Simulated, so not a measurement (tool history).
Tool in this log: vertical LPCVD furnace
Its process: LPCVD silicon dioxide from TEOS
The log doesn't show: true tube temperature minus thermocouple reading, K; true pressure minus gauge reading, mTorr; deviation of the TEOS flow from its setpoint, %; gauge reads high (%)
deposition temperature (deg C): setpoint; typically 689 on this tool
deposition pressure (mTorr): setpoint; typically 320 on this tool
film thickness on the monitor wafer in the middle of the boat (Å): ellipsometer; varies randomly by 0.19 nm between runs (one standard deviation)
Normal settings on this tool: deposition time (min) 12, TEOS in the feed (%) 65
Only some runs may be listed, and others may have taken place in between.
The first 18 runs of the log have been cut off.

run	hour	deposition temperature (deg C)	deposition pressure (mTorr)	deposition time (min)	TEOS in the feed (%)	wafers since the last listed run	hours since the last temperature calibration	hours since the pressure gauge was zeroed	hours since the TEOS flow controller was replaced	hours since the gauge calibration	read-back reference wafer on the same gauge, thickness	film thickness on the monitor wafer in the middle of the boat (Å)
# hour 531.5: gauge calibrated
19	535.3	689	260	13.5	71	373	397.7	222.5	5198.6	3.8	73.92	708.7
20	568.6	689	260	12	60	381	431	255.8	5231.9	37.1	73.93	577.8
# hour 598: TEOS flow controller replaced
21	598.5	689	320	14.5	65	67	460.9	285.7	0.5	67	73.94	808.6
22	608.2	689	320	12	65	111	470.6	295.4	10.2	76.7	73.89	666.6
23	643.7	689	285	12	65	406	506.1	330.9	45.7	112.2	73.9	629.3
24	676	689	280	9	65	370	538.4	363.2	78	144.5	73.93	468.5
25	709.4	689	320	12	65	382	571.8	396.6	111.4	177.9	73.84	667.3
26	725.2	700	320	12	65	181	587.6	412.4	127.2	193.7	73.96	862.2
27	754	679	380	7.5	65	329	616.4	441.2	156	222.5	73.93	359.7
28	771.2	689	245	12	65	197	633.6	458.4	173.2	239.7	73.92	584.2
29	786.6	689	320	12	65	176	649	473.8	188.6	255.1	73.91	668.5
30	821.8	689	320	12	65	403	684.2	509	223.8	290.3	73.89	666.7
31	834.7	681	320	12	65	147	697.1	521.9	236.7	303.2	73.88	551.8
32	855.6	680	370	8.5	73	239	718	542.8	257.6	324.1	73.88	437.1

Alternative continuations, all from the tool just after run 32; predict every row:
A	860.5	689	320	12	65	56	722.9	547.7	262.5	329	?	?
B	860.5	699	375	16.5	73	56	722.9	547.7	262.5	329	?	?
C	860.5	682	320	12	65	56	722.9	547.7	262.5	329	?	?

run	read-back reference wafer on the same gauge, thickness	film thickness on the monitor wafer in the middle of the boat (Å)
A	73.89	671.9
B	73.89	1341.9
C	73.89	568.2
The same runs, with their run-to-run variation unchanged, on a tool lacking any hidden condition would have given:
run	film thickness on the monitor wafer in the middle of the boat (Å)
A	665.7
B	1328.9
C	562.8
